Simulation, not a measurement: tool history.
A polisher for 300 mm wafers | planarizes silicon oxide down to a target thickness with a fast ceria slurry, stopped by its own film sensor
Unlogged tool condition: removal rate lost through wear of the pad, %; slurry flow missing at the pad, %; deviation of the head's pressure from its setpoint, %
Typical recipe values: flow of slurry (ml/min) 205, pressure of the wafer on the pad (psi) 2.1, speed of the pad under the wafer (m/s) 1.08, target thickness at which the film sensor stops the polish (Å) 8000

run   hour  flow of slurry (ml/min)  pressure of the wafer on the pad (psi)  speed of the pad under the wafer (m/s)  target thickness at which the film sensor stops the polish (Å)  wafers since the last listed run  wafers polished on this pad  hours since the slurry nozzle was cleaned  hours since the head pressure was calibrated  incoming thickness of the incoming film, nm  time until the film sensor stopped the polish (s)
  1    0.0                      205                                     2.1                                    0.94                                                            8000                                 0                          213                                      295.1                                         872.8                                       2007.6                                               95.1
  2   13.5                      205                                     2.1                                    1.08                                                            5270                                68                          282                                      308.6                                         886.3                                       2005.6                                              106.2
  3   20.8                      205                                     2.1                                    1.08                                                            5270                                37                          319                                      315.9                                         893.6                                       1982.7                                              103.2
  4   28.8                      205                                     2.1                                    1.08                                                            5270                                40                          360                                      323.9                                         901.6                                       2004.5                                              106.4
  5   36.9                      205                                     2.1                                    1.08                                                            8000                                41                          401                                      332.0                                         909.7                                       1993.1                                               88.7
  6   45.1                      205                                     2.1                                    1.08                                                            8000                                41                          443                                      340.2                                         917.9                                       2013.6                                               90.3
  7   53.0                      205                                     2.1                                    1.08                                                            8000                                40                          483                                      348.1                                         925.8                                       2006.7                                               87.1
  8   69.2                      205                                     2.1                                    1.08                                                            8000                                82                          566                                      364.3                                         942.0                                       1980.5                                               87.5
  9   83.4                      205                                     2.1                                    1.08                                                            8000                                72                          638                                      378.5                                         956.2                                       2005.1                                               92.5
 10  100.5                      175                                     2.1                                    1.08                                                            8000                                87                          725                                      395.6                                         973.3                                       2016.4                                               91.9
 11  108.0                      175                                     2.1                                    1.08                                                            8000                                38                          763                                      403.1                                         980.8                                       1982.4                                               90.7
 12  125.7                      175                                     2.1                                    1.08                                                            8000                                90                          853                                      420.8                                         998.5                                       1978.2                                               93.0
 13  133.8                      230                                     1.9                                    0.90                                                            8000                                41                          894                                      428.9                                        1006.6                                       1988.1                                              112.0
 14  142.1                      205                                     2.1                                    1.08                                                            8000                                42                          937                                      437.2                                        1014.9                                       2014.4                                               96.1
 15  152.2                      205                                     2.1                                    1.08                                                            8000                                51                          988                                      447.3                                        1025.0                                       2015.6                                               93.2
     156.7  -- slurry nozzle cleaned
     156.9  -- head pressure recalibrated
 16  160.7                      205                                     2.1                                    1.08                                                            6660                                36                         1025                                        4.0                                           3.8                                       1980.7                                               99.4
 17  173.3                      205                                     1.6                                    1.08                                                            6810                                64                         1089                                       16.6                                          16.4                                       1985.2                                              130.5
 18  183.4                      205                                     2.1                                    0.82                                                            4010                                51                         1140                                       26.7                                          26.5                                       2033.1                                              156.2
     198.4  -- worn pad replaced by a new one
 19  198.9                      245                                     1.7                                    1.44                                                            6290                                58                            2                                       42.2                                          42.0                                       2028.8                                               97.1
 20  210.4                      225                                     1.5                                    0.78                                                            8000                                58                           60                                       53.7                                          53.5                                       1994.1                                              140.0
 21  225.6                      205                                     2.1                                    1.08                                                            4190                                77                          138                                       68.9                                          68.7                                       2008.7                                              117.1
 22  233.1                      205                                     2.1                                    1.08                                                            8000                                38                          176                                       76.4                                          76.2                                       1997.9                                               88.4
 23  241.5                      225                                     2.1                                    1.34                                                            5630                                42                          219                                       84.8                                          84.6                                       1992.9                                               84.7
 24  248.2                      205                                     2.1                                    1.08                                                            5270                                34                          253                                       91.5                                          91.3                                       2017.5                                              109.0

Forecast each of these 3 alternatives for the next run:
  A  248.6                      205                                     2.1                                    1.08                                                            8000                                 2                          255                                       91.9                                          91.7                                       2008.4                                                  ?
  B  248.6                      205                                     1.8                                    0.86                                                           11030                                 2                          255                                       91.9                                          91.7                                       2008.4                                                  ?
  C  248.6                      235                                     2.4                                    1.44                                                            8000                                 2                          255                                       91.9                                          91.7                                       2008.4                                                  ?

run  time until the film sensor stopped the polish (s)
  A                                               87.0
  B                                               88.6
  C                                               60.6
The same runs, with their run-to-run variation unchanged, on a tool lacking any hidden condition would have given:
run  time until the film sensor stopped the polish (s)
  A                                               82.9
  B                                               84.4
  C                                               57.7

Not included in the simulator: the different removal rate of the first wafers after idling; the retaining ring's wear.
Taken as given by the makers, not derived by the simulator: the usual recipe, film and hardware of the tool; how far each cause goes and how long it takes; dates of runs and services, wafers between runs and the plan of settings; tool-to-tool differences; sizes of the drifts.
